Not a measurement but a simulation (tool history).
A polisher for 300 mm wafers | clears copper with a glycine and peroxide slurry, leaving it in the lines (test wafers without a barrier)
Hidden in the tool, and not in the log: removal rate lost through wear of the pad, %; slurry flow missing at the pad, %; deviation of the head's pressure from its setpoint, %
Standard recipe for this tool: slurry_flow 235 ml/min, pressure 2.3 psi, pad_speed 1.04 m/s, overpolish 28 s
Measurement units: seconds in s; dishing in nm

| run | hour | slurry_flow | pressure | pad_speed | overpolish | wafers since the last listed run | wafers polished on this pad | hours since the slurry nozzle was cleaned | hours since the head pressure was calibrated | incoming thickness of the incoming film, nm | seconds | dishing |
|---|---|---|---|---|---|---|---|---|---|---|---|---|
| 1 | 0 | 235 | 2.3 | 1.04 | 28 | 0 | 102 | 54.2 | 194.5 | 758.9 | 176.2 | 76 |
| 2 | 101.7 | 270 | 2.3 | 1.04 | 28 | 617 | 719 | 155.9 | 296.2 | 742 | 164.9 | 74.9 |
| 3 | 129.1 | 270 | 2.3 | 1.04 | 28 | 166 | 885 | 183.3 | 323.6 | 739.4 | 168.8 | 78.3 |
|  | 153.4 | worn pad replaced by a new one |
| 4 | 166.3 | 270 | 2.3 | 1.04 | 28 | 201 | 78 | 220.5 | 360.8 | 745.8 | 172.6 | 76 |
| 5 | 262.1 | 200 | 2 | 1.04 | 28 | 581 | 659 | 316.3 | 456.6 | 745.7 | 190.6 | 69.8 |
|  | 277.6 | head pressure recalibrated |
| 6 | 279.6 | 200 | 2 | 1.04 | 28 | 94 | 753 | 333.8 | 2 | 754.3 | 186.2 | 72.8 |
| 7 | 302.2 | 200 | 2 | 1.04 | 28 | 137 | 890 | 356.4 | 24.6 | 746.3 | 188.8 | 71.6 |
|  | 332.8 | worn pad replaced by a new one |
| 8 | 337 | 235 | 2.3 | 1.04 | 28 | 186 | 25 | 391.2 | 59.4 | 753.9 | 170.3 | 75.6 |
| 9 | 366.3 | 235 | 2.1 | 1.04 | 28 | 177 | 203 | 420.5 | 88.7 | 734.8 | 172.9 | 70.5 |
| 10 | 385.1 | 235 | 2.1 | 1.04 | 28 | 114 | 317 | 439.3 | 107.5 | 740.4 | 174.1 | 71.4 |
| 11 | 467.5 | 235 | 2.3 | 1.04 | 28 | 500 | 817 | 521.7 | 189.9 | 745.9 | 168.5 | 74.3 |
| 12 | 486.3 | 155 | 2.3 | 1.04 | 39 | 114 | 931 | 540.5 | 208.7 | 756.1 | 176.8 | 94.1 |
| 13 | 503.8 | 235 | 2.3 | 1.04 | 28 | 106 | 1037 | 558 | 226.2 | 742.4 | 170.7 | 74.3 |
|  | 518.7 | worn pad replaced by a new one |
| 14 | 524.5 | 285 | 2.3 | 1.18 | 28 | 101 | 34 | 578.7 | 246.9 | 762.6 | 150.4 | 78.1 |
|  | 544.4 | slurry nozzle cleaned |
| 15 | 559.3 | 235 | 2.3 | 1.04 | 11 | 205 | 240 | 14.9 | 281.7 | 745.2 | 173.7 | 34.9 |
| 16 | 576.5 | 285 | 2.3 | 1.18 | 28 | 104 | 344 | 32.1 | 298.9 | 742.6 | 147.3 | 81.1 |
| 17 | 604.5 | 235 | 1.8 | 1.04 | 40 | 169 | 514 | 60.1 | 326.9 | 748 | 194.4 | 86.5 |
| 18 | 620.9 | 200 | 2.3 | 0.82 | 28 | 99 | 613 | 76.5 | 343.3 | 754.6 | 215.7 | 66.2 |
| 19 | 647.8 | 265 | 2.9 | 1.04 | 28 | 163 | 777 | 103.4 | 370.2 | 741.3 | 149.5 | 85.8 |
| 20 | 673.4 | 235 | 2.3 | 0.92 | 28 | 155 | 932 | 129 | 395.8 | 751.4 | 186.7 | 71.7 |
|  | 697 | head pressure recalibrated |
| 21 | 705.6 | 235 | 3 | 1.18 | 28 | 183 | 1115 | 161.2 | 8.6 | 752.1 | 130.3 | 90.8 |
|  | 719.2 | worn pad replaced by a new one |
| 22 | 732.5 | 235 | 2.3 | 1.36 | 45 | 138 | 80 | 188.1 | 35.5 | 735.2 | 136.6 | 119.5 |
| 23 | 764.3 | 265 | 2.5 | 1.4 | 28 | 192 | 273 | 219.9 | 67.3 | 757.6 | 129.2 | 94.7 |

Predict each of these 3 candidate next runs independently; none follows another, all start after run 23:
| A | 764.8 | 235 | 2.3 | 1.4 | 28 | 3 | 277 | 220.4 | 67.8 | 737.6 | ? | ? |
| B | 764.8 | 210 | 1.8 | 0.7 | 28 | 3 | 277 | 220.4 | 67.8 | 737.6 | ? | ? |
| C | 764.8 | 235 | 2.3 | 0.76 | 28 | 3 | 277 | 220.4 | 67.8 | 737.6 | ? | ? |

| run | seconds | dishing |
|---|---|---|
| A | 132 | 88.4 |
| B | 256.4 | 54.6 |
| C | 213.3 | 63.6 |
The same runs, with their run-to-run variation unchanged, on a tool lacking any hidden condition would have given:
| run | seconds | dishing |
|---|---|---|
| A | 132 | 88.4 |
| B | 256.4 | 54.6 |
| C | 213.3 | 63.6 |
